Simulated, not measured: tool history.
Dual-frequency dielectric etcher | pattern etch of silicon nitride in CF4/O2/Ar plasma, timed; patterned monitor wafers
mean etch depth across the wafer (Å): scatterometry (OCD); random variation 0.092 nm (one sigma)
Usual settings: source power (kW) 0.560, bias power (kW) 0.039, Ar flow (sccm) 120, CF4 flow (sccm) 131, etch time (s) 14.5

| run | hour | source power (kW) | bias power (kW) | Ar flow (sccm) | CF4 flow (sccm) | etch time (s) | wafers since the last listed run | hours since the last wet clean | hours since the last source power generator calibration | hours since the last bias power generator calibration | hours since the last Ar flow controller change | hours since the last CF4 flow controller change | hours since the last upper electrode change | hours since the gauge calibration | read-back reference wafer on the same gauge, depth_nm | mean etch depth across the wafer (Å) |
|---|---|---|---|---|---|---|---|---|---|---|---|---|---|---|---|---|
| 1 | 0.0 | 0.560 | 0.039 | 120 | 131 | 14.5 | 0 | 342.5 | 2159.4 | 2459.4 | 3779.7 | 4350.7 | 5095.7 | 249.0 | 28.31 | 289.4 |
|  | 10.5 | CF4 flow controller replaced |
| 2 | 12.8 | 0.560 | 0.039 | 120 | 131 | 14.5 | 132 | 355.3 | 2172.2 | 2472.2 | 3792.5 | 2.3 | 5108.5 | 261.8 | 28.30 | 286.5 |
| 3 | 24.0 | 0.560 | 0.039 | 120 | 131 | 14.5 | 218 | 366.5 | 2183.4 | 2483.4 | 3803.7 | 13.5 | 5119.7 | 273.0 | 28.30 | 286.8 |
| 4 | 40.1 | 0.560 | 0.039 | 120 | 131 | 14.5 | 313 | 382.6 | 2199.5 | 2499.5 | 3819.8 | 29.6 | 5135.8 | 289.1 | 28.32 | 289.0 |
|  | 69.9 | wet clean of the chamber |
|  | 73.2 | gauge calibrated |
|  | 78.4 | upper electrode replaced |
| 5 | 78.9 | 0.560 | 0.039 | 120 | 131 | 12.0 | 122 | 9.0 | 2238.3 | 2538.3 | 3858.6 | 68.4 | 0.5 | 5.7 | 28.29 | 238.6 |
| 6 | 79.3 | 0.560 | 0.035 | 120 | 131 | 14.5 | 7 | 9.4 | 2238.7 | 2538.7 | 3859.0 | 68.8 | 0.9 | 6.1 | 28.31 | 278.5 |
| 7 | 81.6 | 0.560 | 0.035 | 120 | 131 | 14.5 | 44 | 11.7 | 2241.0 | 2541.0 | 3861.3 | 71.1 | 3.2 | 8.4 | 28.29 | 277.8 |
| 8 | 91.2 | 0.420 | 0.039 | 134 | 98 | 12.0 | 187 | 21.3 | 2250.6 | 2550.6 | 3870.9 | 80.7 | 12.8 | 18.0 | 28.32 | 193.0 |
|  | 108.6 | Ar flow controller replaced |
| 9 | 109.1 | 0.560 | 0.032 | 148 | 154 | 17.0 | 231 | 39.2 | 2268.5 | 2568.5 | 0.5 | 98.6 | 30.7 | 35.9 | 28.29 | 315.0 |
| 10 | 114.9 | 0.630 | 0.039 | 110 | 111 | 14.5 | 113 | 45.0 | 2274.3 | 2574.3 | 6.3 | 104.4 | 36.5 | 41.7 | 28.27 | 306.8 |
| 11 | 129.8 | 0.440 | 0.039 | 143 | 164 | 11.0 | 290 | 59.9 | 2289.2 | 2589.2 | 21.2 | 119.3 | 51.4 | 56.6 | 28.32 | 191.2 |
|  | 134.1 | bias power generator calibrated |
| 12 | 139.7 | 0.610 | 0.039 | 120 | 131 | 14.5 | 114 | 69.8 | 2299.1 | 5.6 | 31.1 | 129.2 | 61.3 | 66.5 | 28.28 | 301.5 |
|  | 156.9 | source power generator calibrated |
| 13 | 157.4 | 0.560 | 0.039 | 120 | 131 | 14.5 | 266 | 87.5 | 0.5 | 23.3 | 48.8 | 146.9 | 79.0 | 84.2 | 28.34 | 289.1 |
| 14 | 164.7 | 0.630 | 0.039 | 108 | 131 | 14.5 | 142 | 94.8 | 7.8 | 30.6 | 56.1 | 154.2 | 86.3 | 91.5 | 28.29 | 312.3 |
| 15 | 176.3 | 0.430 | 0.033 | 120 | 131 | 14.5 | 226 | 106.4 | 19.4 | 42.2 | 67.7 | 165.8 | 97.9 | 103.1 | 28.29 | 238.2 |
| 16 | 217.8 | 0.560 | 0.039 | 90 | 131 | 14.5 | 808 | 147.9 | 60.9 | 83.7 | 109.2 | 207.3 | 139.4 | 144.6 | 28.31 | 297.1 |
| 17 | 225.3 | 0.460 | 0.039 | 120 | 131 | 14.5 | 146 | 155.4 | 68.4 | 91.2 | 116.7 | 214.8 | 146.9 | 152.1 | 28.30 | 258.4 |
| 18 | 266.2 | 0.560 | 0.039 | 120 | 131 | 14.5 | 797 | 196.3 | 109.3 | 132.1 | 157.6 | 255.7 | 187.8 | 193.0 | 28.27 | 288.6 |
| 19 | 280.6 | 0.560 | 0.039 | 120 | 131 | 14.5 | 280 | 210.7 | 123.7 | 146.5 | 172.0 | 270.1 | 202.2 | 207.4 | 28.31 | 287.9 |
| 20 | 290.1 | 0.650 | 0.034 | 96 | 107 | 14.5 | 185 | 220.2 | 133.2 | 156.0 | 181.5 | 279.6 | 211.7 | 216.9 | 28.31 | 304.9 |
| 21 | 305.2 | 0.560 | 0.043 | 120 | 131 | 14.5 | 294 | 235.3 | 148.3 | 171.1 | 196.6 | 294.7 | 226.8 | 232.0 | 28.26 | 296.7 |

Hidden state at the last listed run before each entry between runs and at the first one after, where it differs:
Between runs 1 and 2: CF4 flow controller replaced (hour 10.5)
  no hidden state differs between the two runs
Between runs 4 and 5: wet clean of the chamber (hour 69.9); gauge calibrated (hour 73.2); upper electrode replaced (hour 78.4)
  no hidden state differs between the two runs
Between runs 8 and 9: Ar flow controller replaced (hour 108.6)
  no hidden state differs between the two runs
Between runs 11 and 12: bias power generator calibrated (hour 134.1)
  no hidden state differs between the two runs
Between runs 12 and 13: source power generator calibrated (hour 156.9)
  no hidden state differs between the two runs
